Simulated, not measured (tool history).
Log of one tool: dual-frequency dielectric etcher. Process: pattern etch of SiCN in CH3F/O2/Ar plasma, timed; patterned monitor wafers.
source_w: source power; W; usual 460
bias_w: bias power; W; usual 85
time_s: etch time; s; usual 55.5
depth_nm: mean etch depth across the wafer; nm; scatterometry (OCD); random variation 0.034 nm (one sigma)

| run | hour | source_w | bias_w | time_s | wafers since the last listed run | hours since the last wet clean | hours since the last source power generator calibration | hours since the last bias power generator calibration | hours since the last upper electrode change | hours since the gauge calibration | read-back reference wafer on the same gauge, depth_nm | depth_nm |
|---|---|---|---|---|---|---|---|---|---|---|---|---|
| 1 | 0.0 | 460 | 85 | 55.5 | 0 | 336.1 | 3046.6 | 4729.2 | 4244.5 | 421.9 | 18.30 | 23.26 |
|  | 50.2 | wet clean of the chamber |
| 2 | 85.6 | 460 | 85 | 55.5 | 690 | 35.4 | 3132.2 | 4814.8 | 4330.1 | 507.5 | 18.29 | 23.07 |
| 3 | 134.8 | 460 | 85 | 66.5 | 551 | 84.6 | 3181.4 | 4864.0 | 4379.3 | 556.7 | 18.30 | 27.63 |
| 4 | 225.7 | 460 | 85 | 66.5 | 1019 | 175.5 | 3272.3 | 4954.9 | 4470.2 | 647.6 | 18.30 | 27.76 |
| 5 | 307.1 | 460 | 85 | 66.5 | 912 | 256.9 | 3353.7 | 5036.3 | 4551.6 | 729.0 | 18.30 | 27.79 |
|  | 372.1 | upper electrode replaced |
| 6 | 372.6 | 460 | 85 | 55.5 | 465 | 322.4 | 3419.2 | 5101.8 | 0.5 | 794.5 | 18.30 | 23.14 |
|  | 408.5 | wet clean of the chamber |
| 7 | 455.7 | 460 | 85 | 55.5 | 662 | 47.2 | 3502.3 | 5184.9 | 83.6 | 877.6 | 18.30 | 23.08 |
|  | 475.6 | bias power generator calibrated |
| 8 | 536.5 | 460 | 85 | 55.5 | 861 | 128.0 | 3583.1 | 60.9 | 164.4 | 958.4 | 18.30 | 22.71 |
| 9 | 606.3 | 460 | 85 | 55.5 | 782 | 197.8 | 3652.9 | 130.7 | 234.2 | 1028.2 | 18.30 | 22.74 |
| 10 | 656.7 | 500 | 65 | 55.5 | 565 | 248.2 | 3703.3 | 181.1 | 284.6 | 1078.6 | 18.31 | 20.89 |
|  | 759.4 | source power generator calibrated |
| 11 | 760.7 | 460 | 85 | 55.5 | 1121 | 352.2 | 1.3 | 285.1 | 388.6 | 1182.6 | 18.30 | 22.89 |
| 12 | 797.5 | 420 | 79 | 64.5 | 412 | 389.0 | 38.1 | 321.9 | 425.4 | 1219.4 | 18.30 | 25.09 |
|  | 827.4 | gauge calibrated |
|  | 856.8 | wet clean of the chamber |
| 13 | 859.9 | 360 | 100 | 55.5 | 430 | 3.1 | 100.5 | 384.3 | 487.8 | 32.5 | 18.30 | 22.60 |
| 14 | 956.9 | 430 | 67 | 45.0 | 1087 | 100.1 | 197.5 | 481.3 | 584.8 | 129.5 | 18.29 | 16.36 |
| 15 | 993.0 | 410 | 69 | 40.0 | 404 | 136.2 | 233.6 | 517.4 | 620.9 | 165.6 | 18.30 | 14.45 |
| 16 | 1059.7 | 460 | 85 | 55.5 | 747 | 202.9 | 300.3 | 584.1 | 687.6 | 232.3 | 18.29 | 22.84 |
| 17 | 1114.9 | 520 | 76 | 60.5 | 619 | 258.1 | 355.5 | 639.3 | 742.8 | 287.5 | 18.29 | 24.77 |
|  | 1213.9 | wet clean of the chamber |
| 18 | 1223.4 | 540 | 65 | 55.5 | 947 | 9.5 | 464.0 | 747.8 | 851.3 | 396.0 | 18.30 | 21.37 |

Forecast each of these 5 alternatives for the next run:
| A | 1223.8 | 460 | 96 | 55.5 | 4 | 9.9 | 464.4 | 748.2 | 851.7 | 396.4 | ? | ? |
| B | 1223.8 | 340 | 85 | 55.5 | 4 | 9.9 | 464.4 | 748.2 | 851.7 | 396.4 | ? | ? |
| C | 1223.8 | 520 | 85 | 45.0 | 4 | 9.9 | 464.4 | 748.2 | 851.7 | 396.4 | ? | ? |
| D | 1223.8 | 380 | 77 | 40.5 | 4 | 9.9 | 464.4 | 748.2 | 851.7 | 396.4 | ? | ? |
| E | 1223.8 | 510 | 78 | 66.5 | 4 | 9.9 | 464.4 | 748.2 | 851.7 | 396.4 | ? | ? |

| run | read-back reference wafer on the same gauge, depth_nm | depth_nm |
|---|---|---|
| A | 18.30 | 24.06 |
| B | 18.30 | 20.76 |
| C | 18.30 | 19.26 |
| D | 18.30 | 15.02 |
| E | 18.30 | 27.27 |
Without the tool's hidden state the same runs would have given:
| run | depth_nm |
|---|---|
| A | 23.87 |
| B | 20.60 |
| C | 19.12 |
| D | 14.91 |
| E | 27.06 |
